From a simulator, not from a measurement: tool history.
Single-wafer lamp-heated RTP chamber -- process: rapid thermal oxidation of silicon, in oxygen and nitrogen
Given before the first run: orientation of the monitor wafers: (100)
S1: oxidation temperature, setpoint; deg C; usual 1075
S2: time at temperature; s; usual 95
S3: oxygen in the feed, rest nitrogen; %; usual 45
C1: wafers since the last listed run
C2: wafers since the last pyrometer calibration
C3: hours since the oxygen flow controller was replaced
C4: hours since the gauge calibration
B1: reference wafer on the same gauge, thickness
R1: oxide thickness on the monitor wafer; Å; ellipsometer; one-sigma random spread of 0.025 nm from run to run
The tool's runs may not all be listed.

run,hour,S1,S2,S3,C1,C2,C3,C4,B1,R1
1,0,1075,117,45,0,6238,6427,58.3,7.655,101.87
2,17.5,1075,117,45,141,6379,6444.5,75.8,7.645,101.9
3,33.8,1075,95,45,131,6511,6460.8,92.1,7.648,93.55
4,48.1,1075,95,45,115,6626,6475.1,106.4,7.652,93.03
# hour 58.3: gauge calibrated
5,59.4,1075,73,45,91,6717,6486.4,1.1,7.646,82.98
6,65.6,1075,73,45,50,6767,6492.6,7.3,7.645,83.04
7,75.2,1075,73,45,77,6845,6502.2,16.9,7.653,82.74
# hour 93.4: oxygen flow controller replaced
8,93.9,1075,95,45,86,6931,0.5,35.6,7.654,93.73
9,97.4,1075,95,45,28,6959,4,39.1,7.651,93.64
10,127.2,1075,131,45,240,7200,33.8,68.9,7.652,109.47
# hour 147.5: pyrometer window cleaned and pyrometer calibrated
11,148,1048,135,27,103,3,54.6,89.7,7.645,72.78
12,154.5,1100,95,31,52,56,61.1,96.2,7.653,91.95
13,170.7,1075,95,45,130,186,77.3,112.4,7.655,89.82
# hour 172.3: gauge calibrated
14,178.5,1048,135,27,62,249,85.1,6.2,7.653,72.88
15,187.2,1096,95,45,70,320,93.8,14.9,7.648,102.35
16,201.2,1091,129,36,112,433,107.8,28.9,7.649,105.08
17,209.6,1075,131,45,67,500,116.2,37.3,7.653,104.28
18,224,1055,62,45,116,617,130.6,51.7,7.651,64.85

What if the next run were any one of these 5? Each begins from the tool's condition after run 18:
A,224.4,1075,95,45,3,620,131,52.1,?,?
B,224.4,1050,122,66,3,620,131,52.1,?,?
C,224.4,1087,109,34,3,620,131,52.1,?,?
D,224.4,1088,72,55,3,620,131,52.1,?,?
E,224.4,1075,124,45,3,620,131,52.1,?,?

run,B1,R1
A,7.648,89.65
B,7.648,97.53
C,7.648,93.26
D,7.648,92.52
E,7.648,101.2
With the hidden condition removed and each run's random variation left untouched, the same runs would have given:
run,R1
A,89.01
B,96.81
C,92.61
D,91.87
E,100.48

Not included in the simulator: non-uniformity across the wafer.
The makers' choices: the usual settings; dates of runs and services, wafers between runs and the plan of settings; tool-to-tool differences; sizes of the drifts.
